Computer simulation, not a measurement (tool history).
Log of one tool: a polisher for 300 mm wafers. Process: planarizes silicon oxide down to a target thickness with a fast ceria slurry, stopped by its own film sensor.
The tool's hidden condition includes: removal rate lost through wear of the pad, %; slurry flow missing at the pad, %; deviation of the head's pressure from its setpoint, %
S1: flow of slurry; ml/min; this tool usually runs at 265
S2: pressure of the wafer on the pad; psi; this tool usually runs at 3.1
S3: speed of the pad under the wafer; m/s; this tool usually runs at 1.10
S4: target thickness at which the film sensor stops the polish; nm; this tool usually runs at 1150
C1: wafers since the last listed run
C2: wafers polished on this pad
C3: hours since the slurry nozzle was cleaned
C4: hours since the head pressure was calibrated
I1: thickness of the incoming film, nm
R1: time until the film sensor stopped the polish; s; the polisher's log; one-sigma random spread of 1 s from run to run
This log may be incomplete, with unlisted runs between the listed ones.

run	hour	S1	S2	S3	S4	C1	C2	C3	C4	I1	R1
1	0.0	335	3.1	0.80	1150	0	1818	439.5	393.8	2244.4	94.9
# hour 31.5: worn pad replaced by a new one
2	69.5	265	3.1	1.10	1225	866	502	509.0	463.3	2197.7	59.6
# hour 130.1: slurry nozzle cleaned
3	134.1	265	3.1	1.10	1225	841	1343	4.0	527.9	2190.5	61.9
4	186.3	265	3.1	1.10	1150	690	2033	56.2	580.1	2233.4	72.6
# hour 200.3: worn pad replaced by a new one
5	231.7	265	3.1	1.10	1150	547	415	101.6	625.5	2205.2	63.6
6	281.4	265	3.1	1.10	1150	657	1072	151.3	675.2	2179.5	65.6
7	346.9	265	3.1	1.10	1150	866	1938	216.8	740.7	2222.2	70.6
# hour 400.9: worn pad replaced by a new one
8	417.7	265	3.1	1.10	1150	883	222	287.6	811.5	2240.1	63.8
9	447.3	265	3.1	1.10	1444	391	614	317.2	841.1	2197.8	45.8
10	474.6	265	2.4	0.92	1150	361	975	344.5	868.4	2213.2	92.2
11	508.4	265	3.1	1.10	1150	447	1422	378.3	902.2	2201.7	66.3
12	546.4	350	3.1	1.00	832	502	1924	416.3	940.2	2160.5	92.7
13	576.8	335	3.1	0.80	1150	402	2326	446.7	970.6	2196.7	97.1
# hour 596.6: worn pad replaced by a new one
14	615.2	265	2.6	1.10	824	454	245	485.1	1009.0	2218.3	96.8
# hour 702.1: slurry nozzle cleaned
# hour 732.2: head pressure recalibrated
# hour 756.5: worn pad replaced by a new one
15	820.0	265	2.2	1.10	787	2615	839	117.9	87.8	2206.1	115.8
16	854.3	310	3.1	0.90	842	453	1293	152.2	122.1	2210.1	107.4
17	920.7	240	3.9	1.38	1376	878	2171	218.6	188.5	2187.8	37.6

Branching from run 17: 5 alternative next runs. What would each branch give?
A	921.1	265	3.1	1.10	1506	5	2176	219.0	188.9	2229.6	?
B	921.1	265	3.1	1.10	1334	5	2176	219.0	188.9	2229.6	?
C	921.1	180	2.2	1.10	1150	5	2176	219.0	188.9	2229.6	?
D	921.1	265	3.1	1.22	1258	5	2176	219.0	188.9	2229.6	?
E	921.1	265	2.7	1.10	1150	5	2176	219.0	188.9	2229.6	?

run	R1
A	50.2
B	62.2
C	99.6
D	60.8
E	82.5
Had the tool no hidden state, the same runs would have come out as:
run	R1
A	43.7
B	54.1
C	86.6
D	52.9
E	71.7

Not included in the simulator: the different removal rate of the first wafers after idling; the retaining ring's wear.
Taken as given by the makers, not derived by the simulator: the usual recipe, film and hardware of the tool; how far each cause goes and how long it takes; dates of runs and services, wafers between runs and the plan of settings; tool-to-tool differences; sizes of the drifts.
